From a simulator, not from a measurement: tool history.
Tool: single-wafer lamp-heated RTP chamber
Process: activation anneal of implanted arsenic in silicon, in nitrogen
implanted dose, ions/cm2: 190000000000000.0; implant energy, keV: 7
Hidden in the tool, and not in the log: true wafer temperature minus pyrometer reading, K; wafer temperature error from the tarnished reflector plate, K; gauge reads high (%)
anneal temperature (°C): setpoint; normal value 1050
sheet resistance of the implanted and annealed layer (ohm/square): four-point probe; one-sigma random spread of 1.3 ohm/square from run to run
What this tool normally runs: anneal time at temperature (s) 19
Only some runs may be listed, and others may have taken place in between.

| run | hour | anneal temperature (°C) | anneal time at temperature (s) | wafers since the last listed run | wafers since the last pyrometer calibration | wafers since the reflector plate was cleaned | hours since the gauge calibration | read-back reference wafer on the same gauge, sheet resistance | sheet resistance of the implanted and annealed layer (ohm/square) |
|---|---|---|---|---|---|---|---|---|---|
| 1 | 0 | 1032 | 23 | 0 | 985 | 2611 | 290.2 | 495.85 | 526.83 |
| 2 | 32.7 | 1032 | 23 | 534 | 1520 | 3146 | 322.9 | 495.98 | 526.96 |
| 3 | 45.3 | 1032 | 19 | 206 | 1726 | 3352 | 335.5 | 496.06 | 530.69 |
| 4 | 63.5 | 1032 | 19 | 297 | 2023 | 3649 | 353.7 | 496.07 | 529 |
| 5 | 123.2 | 1032 | 19 | 976 | 2999 | 4625 | 413.4 | 495.97 | 530.74 |
|  | 163.5 | reflector plate cleaned |
| 6 | 191.6 | 1050 | 19 | 987 | 3987 | 459 | 481.8 | 495.91 | 521.9 |
| 7 | 221.8 | 1050 | 19 | 493 | 4481 | 952 | 512 | 496.06 | 520.48 |
| 8 | 246.4 | 1050 | 19 | 402 | 4883 | 1355 | 536.6 | 495.87 | 518.73 |
|  | 263.5 | gauge calibrated |
| 9 | 282.2 | 1050 | 19 | 585 | 5469 | 1940 | 18.7 | 496.07 | 519.03 |
| 10 | 301 | 1038 | 19 | 307 | 5776 | 2247 | 37.5 | 495.95 | 526.84 |
| 11 | 319.8 | 1050 | 19 | 307 | 6083 | 2555 | 56.3 | 496.06 | 516.85 |
| 12 | 334.7 | 1050 | 19 | 243 | 6327 | 2798 | 71.2 | 495.83 | 518.01 |
| 13 | 348.8 | 1050 | 19 | 230 | 6558 | 3029 | 85.3 | 495.88 | 518.81 |
| 14 | 378.8 | 1050 | 19 | 490 | 7048 | 3520 | 115.3 | 495.92 | 517.95 |
| 15 | 407.3 | 1062 | 14 | 466 | 7514 | 3986 | 143.8 | 496.02 | 519.81 |
|  | 426.9 | pyrometer window cleaned and pyrometer calibrated |
| 16 | 441.8 | 1050 | 27 | 433 | 243 | 4419 | 178.3 | 495.97 | 511.98 |
| 17 | 462.7 | 1050 | 19 | 341 | 584 | 4761 | 199.2 | 495.99 | 522.73 |
| 18 | 492.7 | 1050 | 19 | 490 | 1075 | 5251 | 229.2 | 496.03 | 518.01 |
|  | 520.7 | reflector plate cleaned |
| 19 | 521.2 | 1050 | 23 | 335 | 1410 | 8 | 257.7 | 496.2 | 515.9 |
| 20 | 545.9 | 1021 | 27 | 403 | 1814 | 412 | 282.4 | 495.9 | 527.37 |
| 21 | 562.1 | 1050 | 19 | 264 | 2079 | 676 | 298.6 | 495.95 | 518.68 |
| 22 | 589.8 | 1050 | 10 | 452 | 2532 | 1129 | 326.3 | 495.9 | 534.51 |
| 23 | 621.2 | 1066 | 22 | 513 | 3045 | 1643 | 357.7 | 496.09 | 511.03 |
| 24 | 648.4 | 1062 | 14 | 444 | 3490 | 2088 | 384.9 | 495.83 | 520 |
| 25 | 673.4 | 1034 | 10 | 408 | 3899 | 2496 | 409.9 | 495.86 | 539.55 |
| 26 | 692.2 | 1075 | 10 | 307 | 4206 | 2804 | 428.7 | 496.09 | 519.41 |

Forecast each of these 5 alternatives for the next run:
| A | 692.6 | 1050 | 19 | 6 | 4213 | 2810 | 429.1 | ? | ? |
| B | 692.6 | 1063 | 19 | 6 | 4213 | 2810 | 429.1 | ? | ? |
| C | 692.6 | 1021 | 28 | 6 | 4213 | 2810 | 429.1 | ? | ? |
| D | 692.6 | 1080 | 23 | 6 | 4213 | 2810 | 429.1 | ? | ? |
| E | 692.6 | 1030 | 10 | 6 | 4213 | 2810 | 429.1 | ? | ? |

| run | read-back reference wafer on the same gauge, sheet resistance | sheet resistance of the implanted and annealed layer (ohm/square) |
|---|---|---|
| A | 495.95 | 519.81 |
| B | 495.95 | 512.71 |
| C | 495.95 | 526.11 |
| D | 495.95 | 496.95 |
| E | 495.95 | 540.91 |
The same runs, with their run-to-run variation unchanged, on a tool lacking any hidden condition would have given:
| run | sheet resistance of the implanted and annealed layer (ohm/square) |
|---|---|
| A | 522.07 |
| B | 515.14 |
| C | 528.24 |
| D | 499.8 |
| E | 542.46 |
